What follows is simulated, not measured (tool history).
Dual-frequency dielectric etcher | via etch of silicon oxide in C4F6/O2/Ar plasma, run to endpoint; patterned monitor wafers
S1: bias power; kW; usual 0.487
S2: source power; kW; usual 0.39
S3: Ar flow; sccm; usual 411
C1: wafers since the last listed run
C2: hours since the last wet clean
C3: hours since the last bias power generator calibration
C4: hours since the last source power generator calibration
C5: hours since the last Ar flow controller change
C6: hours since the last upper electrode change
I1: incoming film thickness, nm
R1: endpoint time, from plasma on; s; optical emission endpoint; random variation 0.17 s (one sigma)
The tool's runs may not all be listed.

{"run": 1, "hour": 0.0, "S1": 0.487, "S2": 0.39, "S3": 411, "C1": 0, "C2": 242.3, "C3": 1938.5, "C4": 2054.5, "C5": 717.9, "C6": 3029.6, "I1": 118.8, "R1": 28}
{"run": 2, "hour": 86.9, "S1": 0.487, "S2": 0.39, "S3": 411, "C1": 1622, "C2": 329.2, "C3": 2025.4, "C4": 2141.4, "C5": 804.8, "C6": 3116.5, "I1": 120.2, "R1": 28.3}
{"run": 3, "hour": 156.0, "S1": 0.487, "S2": 0.39, "S3": 411, "C1": 1290, "C2": 398.3, "C3": 2094.5, "C4": 2210.5, "C5": 873.9, "C6": 3185.6, "I1": 119.7, "R1": 27.7}
{"run": 4, "hour": 233.1, "S1": 0.538, "S2": 0.39, "S3": 411, "C1": 1439, "C2": 475.4, "C3": 2171.6, "C4": 2287.6, "C5": 951, "C6": 3262.7, "I1": 120, "R1": 26.7}
{"run": 5, "hour": 332.3, "S1": 0.487, "S2": 0.39, "S3": 411, "C1": 1852, "C2": 574.6, "C3": 2270.8, "C4": 2386.8, "C5": 1050.2, "C6": 3361.9, "I1": 120, "R1": 27.9}
{"hour": 432.1, "done": "wet clean of the chamber"}
{"run": 6, "hour": 434.1, "S1": 0.487, "S2": 0.39, "S3": 411, "C1": 1452, "C2": 2, "C3": 2372.6, "C4": 2488.6, "C5": 1152, "C6": 3463.7, "I1": 119.6, "R1": 27.5}
{"run": 7, "hour": 485.7, "S1": 0.487, "S2": 0.39, "S3": 411, "C1": 963, "C2": 53.6, "C3": 2424.2, "C4": 2540.2, "C5": 1203.6, "C6": 3515.3, "I1": 119.5, "R1": 27.4}
{"hour": 511.1, "done": "source power generator calibrated"}
{"run": 8, "hour": 543.3, "S1": 0.487, "S2": 0.39, "S3": 411, "C1": 1000, "C2": 111.2, "C3": 2481.8, "C4": 32.2, "C5": 1261.2, "C6": 3572.9, "I1": 120.1, "R1": 27.4}
{"run": 9, "hour": 634.5, "S1": 0.487, "S2": 0.39, "S3": 411, "C1": 1702, "C2": 202.4, "C3": 2573, "C4": 123.4, "C5": 1352.4, "C6": 3664.1, "I1": 119.7, "R1": 27}
{"run": 10, "hour": 733.8, "S1": 0.487, "S2": 0.39, "S3": 411, "C1": 1854, "C2": 301.7, "C3": 2672.3, "C4": 222.7, "C5": 1451.7, "C6": 3763.4, "I1": 119.6, "R1": 27}
{"hour": 970.1, "done": "wet clean of the chamber, repeated, since the last time left the tool worse"}
{"run": 11, "hour": 1024.0, "S1": 0.571, "S2": 0.46, "S3": 411, "C1": 4970, "C2": 53.9, "C3": 2962.5, "C4": 512.9, "C5": 1741.9, "C6": 4053.6, "I1": 119.8, "R1": 24.5}
{"run": 12, "hour": 1130.6, "S1": 0.451, "S2": 0.35, "S3": 372, "C1": 1990, "C2": 160.5, "C3": 3069.1, "C4": 619.5, "C5": 1848.5, "C6": 4160.2, "I1": 120.1, "R1": 30.9}
{"run": 13, "hour": 1210.0, "S1": 0.54, "S2": 0.39, "S3": 411, "C1": 1482, "C2": 239.9, "C3": 3148.5, "C4": 698.9, "C5": 1927.9, "C6": 4239.6, "I1": 120.5, "R1": 26.9}
{"run": 14, "hour": 1248.1, "S1": 0.487, "S2": 0.39, "S3": 411, "C1": 711, "C2": 278, "C3": 3186.6, "C4": 737, "C5": 1966, "C6": 4277.7, "I1": 119.8, "R1": 28.5}

Forecast run 15:
{"run": 15, "hour": 1301.7, "S1": 0.444, "S2": 0.36, "S3": 366, "C1": 1000, "C2": 331.6, "C3": 3240.2, "C4": 790.6, "C5": 2019.6, "C6": 4331.3, "I1": 120, "R1": "?"}

Run 15 gave R1 30.9 s.
Without the tool's hidden state the same run would have given R1 31.3 s.
